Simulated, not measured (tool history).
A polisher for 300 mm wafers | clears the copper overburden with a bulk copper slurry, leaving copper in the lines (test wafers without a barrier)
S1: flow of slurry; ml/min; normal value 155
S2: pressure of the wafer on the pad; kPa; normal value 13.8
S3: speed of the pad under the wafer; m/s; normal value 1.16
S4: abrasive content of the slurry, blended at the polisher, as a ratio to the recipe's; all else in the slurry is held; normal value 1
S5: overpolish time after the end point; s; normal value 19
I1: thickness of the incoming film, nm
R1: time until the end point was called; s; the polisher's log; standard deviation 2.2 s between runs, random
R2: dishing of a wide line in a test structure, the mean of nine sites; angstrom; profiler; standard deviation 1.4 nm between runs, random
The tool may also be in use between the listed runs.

run	day	S1	S2	S3	S4	S5	I1	R1	R2
1	0	155	13.8	1.16	0.9	19	1012.5	139	550
# day 1.579: slurry nozzle cleaned
2	3.512	155	13.8	1.16	1	19	1035.1	120.4	605
3	6.283	135	13.8	1.16	1	19	1037.7	125.5	581
4	9.279	155	13.8	1.16	1	19	1033	127.7	580
5	11.192	155	13.8	1.16	1	19	1029.3	127.2	583
# day 14.646: head pressure recalibrated
6	15.017	155	12.4	1.16	1	19	1037.3	143.1	528
7	17.221	180	13.8	1	0.7	30	1046.6	164	592
8	20.208	155	13.8	1.16	1	12	1046.8	140.4	423
# day 21.054: worn pad replaced by a new one
# day 23.046: slurry blender recalibrated
9	23.412	130	13.8	1.16	1	19	1025.3	134.5	567
# day 25.854: slurry nozzle cleaned
10	26.662	180	15.2	1.16	1	19	1041.4	107.1	615
11	29.029	185	13.8	1.3	1	19	1044.8	110.3	603
12	32.55	195	11	1.48	1	9	1038.5	115.2	379
13	35.783	155	13.8	1.16	1	19	1019.5	124.1	586
14	38.079	105	13.8	1.46	1.25	19	1032	107.4	594
15	41.067	155	13.8	1.16	1	19	1050.1	131.4	576
# day 42.975: head pressure recalibrated
16	43.975	155	10.3	1.16	1	19	1030.4	169.5	455
# day 45.633: worn pad replaced by a new one
17	47.971	125	13.8	1.16	1	19	1046.7	136.3	549
# day 50.771: slurry blender recalibrated
18	51.596	130	12.4	0.8	1	25	1030.6	220.2	484
# day 51.812: slurry nozzle cleaned
19	54.683	105	13.8	1.16	1	14	1028.8	132.6	486
20	56.417	130	18.6	1.16	1	19	1040.5	97.2	693
21	57.988	115	13.8	1.16	1	19	1030.8	126	555
22	61.746	155	17.9	1.16	1.1	19	1043.9	97.1	693
23	63.583	155	10.3	1.16	1.15	19	1048.4	155.4	480
# day 67.358: head pressure recalibrated
24	67.65	155	13.8	1.16	1	19	1024.9	129.6	573
25	70.675	155	13.8	1.16	1.15	19	1042	137	555
26	72.617	155	13.8	1.5	1	19	1023.3	111.2	596

Run 27 comes next. What will it give?
# day 73.171: worn pad replaced by a new one
27	74.438	155	13.8	1.16	1	19	1017.1	?	?

Run 27 gave R1 127 s, R2 561 angstrom.
Had the tool carried no hidden state, the very same run would have given R1 117.1 s, R2 582 angstrom.
